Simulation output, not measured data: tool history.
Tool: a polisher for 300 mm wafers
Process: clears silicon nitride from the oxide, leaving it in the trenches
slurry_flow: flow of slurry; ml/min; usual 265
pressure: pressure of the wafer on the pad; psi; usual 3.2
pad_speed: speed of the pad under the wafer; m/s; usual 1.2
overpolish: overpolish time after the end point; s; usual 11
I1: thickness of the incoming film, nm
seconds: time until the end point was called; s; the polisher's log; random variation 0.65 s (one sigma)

run 1 hour=0 | slurry_flow=300 pressure=3.2 pad_speed=1.2 overpolish=11 | I1=101.1 | seconds=74.4
run 2 hour=20.3 | slurry_flow=300 pressure=3.2 pad_speed=1.2 overpolish=11 | I1=102 | seconds=75.8
run 3 hour=49.1 | slurry_flow=300 pressure=3.2 pad_speed=1.2 overpolish=11 | I1=99.9 | seconds=73.3
-- hour=140 worn pad replaced by a new one
run 4 hour=148.9 | slurry_flow=265 pressure=3.2 pad_speed=1.2 overpolish=11 | I1=100.1 | seconds=71.1
run 5 hour=163.5 | slurry_flow=265 pressure=3.2 pad_speed=1.2 overpolish=11 | I1=98.9 | seconds=72.2
run 6 hour=198.6 | slurry_flow=205 pressure=3.2 pad_speed=1.2 overpolish=11 | I1=99.8 | seconds=75.7
run 7 hour=230.9 | slurry_flow=205 pressure=3.2 pad_speed=1.2 overpolish=11 | I1=98.4 | seconds=76.3
run 8 hour=255.4 | slurry_flow=205 pressure=3.2 pad_speed=1.2 overpolish=11 | I1=99.9 | seconds=77.6
run 9 hour=290.8 | slurry_flow=265 pressure=3.2 pad_speed=1.46 overpolish=11 | I1=99.1 | seconds=64.5
run 10 hour=308.6 | slurry_flow=265 pressure=3.2 pad_speed=1.46 overpolish=11 | I1=98.6 | seconds=65
-- hour=324.7 head pressure recalibrated
run 11 hour=332 | slurry_flow=265 pressure=3.2 pad_speed=1.46 overpolish=11 | I1=101.9 | seconds=67.1
run 12 hour=358 | slurry_flow=265 pressure=3.2 pad_speed=1.2 overpolish=15 | I1=98.1 | seconds=75.7
run 13 hour=373.4 | slurry_flow=265 pressure=2.9 pad_speed=1.2 overpolish=11 | I1=99.8 | seconds=82.7
run 14 hour=398.5 | slurry_flow=265 pressure=3.2 pad_speed=1.2 overpolish=11 | I1=98.9 | seconds=75.5
-- hour=415.3 worn pad replaced by a new one
run 15 hour=423.1 | slurry_flow=265 pressure=3.2 pad_speed=1.2 overpolish=11 | I1=99.8 | seconds=72.6
run 16 hour=438.5 | slurry_flow=265 pressure=3.2 pad_speed=1.42 overpolish=11 | I1=100.9 | seconds=65.3
run 17 hour=452.9 | slurry_flow=305 pressure=2.3 pad_speed=0.86 overpolish=7 | I1=100.4 | seconds=121.6
run 18 hour=467 | slurry_flow=265 pressure=2.5 pad_speed=1.2 overpolish=15 | I1=100.6 | seconds=93.6
run 19 hour=502.4 | slurry_flow=265 pressure=3.2 pad_speed=0.82 overpolish=11 | I1=101.6 | seconds=100.9
run 20 hour=530.8 | slurry_flow=265 pressure=3.2 pad_speed=1.2 overpolish=11 | I1=99.8 | seconds=76.5
run 21 hour=558.6 | slurry_flow=205 pressure=3.2 pad_speed=1.2 overpolish=11 | I1=101.4 | seconds=79.2
run 22 hour=580 | slurry_flow=265 pressure=2.2 pad_speed=1.2 overpolish=5 | I1=99.5 | seconds=104.9
-- hour=595 slurry nozzle cleaned
run 23 hour=601.4 | slurry_flow=265 pressure=3.9 pad_speed=1.2 overpolish=9 | I1=100.6 | seconds=66.2
run 24 hour=622.4 | slurry_flow=265 pressure=3.8 pad_speed=1.52 overpolish=11 | I1=100 | seconds=56.6
run 25 hour=648.1 | slurry_flow=265 pressure=2.7 pad_speed=1.6 overpolish=11 | I1=99.5 | seconds=72.2
-- hour=661.9 worn pad replaced by a new one
run 26 hour=680.9 | slurry_flow=265 pressure=3.2 pad_speed=1.2 overpolish=11 | I1=98.9 | seconds=71.9
run 27 hour=705.3 | slurry_flow=265 pressure=3.2 pad_speed=1.2 overpolish=11 | I1=101.6 | seconds=74.9
run 28 hour=733.8 | slurry_flow=205 pressure=3.8 pad_speed=1.2 overpolish=13 | I1=97.7 | seconds=65.8
run 29 hour=763.7 | slurry_flow=265 pressure=3.2 pad_speed=1.2 overpolish=11 | I1=100.8 | seconds=76.8
run 30 hour=789.7 | slurry_flow=265 pressure=3.2 pad_speed=1.2 overpolish=11 | I1=101 | seconds=77
run 31 hour=836.4 | slurry_flow=295 pressure=3.2 pad_speed=0.8 overpolish=11 | I1=99.9 | seconds=102.1
run 32 hour=863.9 | slurry_flow=265 pressure=2.6 pad_speed=1.54 overpolish=11 | I1=100.5 | seconds=78.2
run 33 hour=884.3 | slurry_flow=265 pressure=2.9 pad_speed=1.2 overpolish=11 | I1=99.2 | seconds=83.3

The tool's hidden state at each run:
slurry flow missing at the pad, %: 0 in every run
deviation of the head's pressure from its setpoint, %: 0 in every run
H1: removal rate lost through wear of the pad, %
run=1 H1=4.82
run=2 H1=5.55
run=3 H1=6.33
run=4 H1=1.38
run=5 H1=2.56
run=6 H1=4.67
run=7 H1=5.96
run=8 H1=6.65
run=9 H1=7.34
run=10 H1=7.59
run=11 H1=7.85
run=12 H1=8.07
run=13 H1=8.16
run=14 H1=8.29
run=15 H1=1.89
run=16 H1=3.15
run=17 H1=4.13
run=18 H1=4.93
run=19 H1=6.44
run=20 H1=7.26
run=21 H1=7.83
run=22 H1=8.16
run=23 H1=8.41
run=24 H1=8.6
run=25 H1=8.77
run=26 H1=2.62
run=27 H1=4.27
run=28 H1=5.66
run=29 H1=6.69
run=30 H1=7.33
run=31 H1=8.07
run=32 H1=8.35
run=33 H1=8.5
